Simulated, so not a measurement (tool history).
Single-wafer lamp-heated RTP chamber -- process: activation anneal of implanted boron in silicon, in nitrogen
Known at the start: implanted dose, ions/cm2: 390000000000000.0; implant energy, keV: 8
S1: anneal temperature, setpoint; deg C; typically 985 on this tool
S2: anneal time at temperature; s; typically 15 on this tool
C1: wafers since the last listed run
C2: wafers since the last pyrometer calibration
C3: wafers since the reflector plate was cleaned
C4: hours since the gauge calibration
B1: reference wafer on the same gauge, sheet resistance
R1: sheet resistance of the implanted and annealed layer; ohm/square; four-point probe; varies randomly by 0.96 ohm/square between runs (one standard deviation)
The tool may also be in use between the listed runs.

| run | day | S1 | S2 | C1 | C2 | C3 | C4 | B1 | R1 |
|---|---|---|---|---|---|---|---|---|---|
| 1 | 0 | 995 | 11 | 0 | 1703 | 2866 | 56.3 | 305.91 | 295.78 |
| 2 | 2.338 | 995 | 11 | 800 | 2504 | 3667 | 112.4 | 306.03 | 295.29 |
| 3 | 5.275 | 995 | 11 | 1005 | 3509 | 4672 | 182.9 | 306.32 | 294.95 |
| 4 | 9.454 | 985 | 10 | 1430 | 4940 | 6103 | 283.2 | 305.94 | 298.36 |
|  | 10.029 | reflector plate cleaned |
| 5 | 13.242 | 985 | 10 | 1182 | 6122 | 1099 | 374.1 | 305.76 | 299.31 |
|  | 14.333 | pyrometer window cleaned and pyrometer calibrated |
| 6 | 17.608 | 975 | 15 | 1380 | 1120 | 2480 | 478.9 | 305.82 | 299.19 |
| 7 | 21.15 | 975 | 15 | 1212 | 2332 | 3692 | 563.9 | 305.5 | 298.47 |
| 8 | 23.938 | 975 | 15 | 954 | 3286 | 4647 | 630.8 | 306.04 | 297.61 |
|  | 26.717 | reflector plate cleaned |
| 9 | 26.783 | 997 | 19 | 860 | 4147 | 23 | 699.1 | 306.07 | 292.52 |
| 10 | 31.188 | 997 | 19 | 1507 | 5654 | 1530 | 804.8 | 306.35 | 290.04 |
|  | 31.629 | pyrometer window cleaned and pyrometer calibrated, repeated, since the last time left the tool worse |
| 11 | 33.188 | 1001 | 15 | 570 | 533 | 2101 | 852.8 | 306.55 | 293.87 |
| 12 | 35.429 | 1001 | 15 | 767 | 1301 | 2868 | 906.6 | 305.77 | 293.72 |
| 13 | 39.45 | 985 | 15 | 1376 | 2677 | 4245 | 1003.1 | 305.41 | 298.35 |
| 14 | 41.175 | 985 | 15 | 590 | 3268 | 4835 | 1044.5 | 306.12 | 295.33 |
|  | 44.429 | reflector plate cleaned |
| 15 | 44.45 | 961 | 18 | 1006 | 4275 | 6 | 1123.1 | 305.66 | 315.87 |
| 16 | 47.504 | 962 | 11 | 1045 | 5320 | 1052 | 1196.4 | 305.88 | 316.59 |
|  | 47.846 | pyrometer window cleaned and pyrometer calibrated |
| 17 | 50.588 | 1011 | 20 | 941 | 938 | 1993 | 1270.4 | 306 | 290.91 |
|  | 51.633 | gauge calibrated |
| 18 | 53.038 | 985 | 15 | 838 | 1776 | 2832 | 33.7 | 306.11 | 297.43 |

Run 19, settings as shown, results not yet in. Your forecast:
| 19 | 55.762 | 1014 | 15 | 932 | 2709 | 3764 | 99.1 | ? | ? |

{"run 19": {"B1": 306.29, "R1": 290.54}}
Without the tool's hidden state the same run would have given R1 290.8 ohm/square.

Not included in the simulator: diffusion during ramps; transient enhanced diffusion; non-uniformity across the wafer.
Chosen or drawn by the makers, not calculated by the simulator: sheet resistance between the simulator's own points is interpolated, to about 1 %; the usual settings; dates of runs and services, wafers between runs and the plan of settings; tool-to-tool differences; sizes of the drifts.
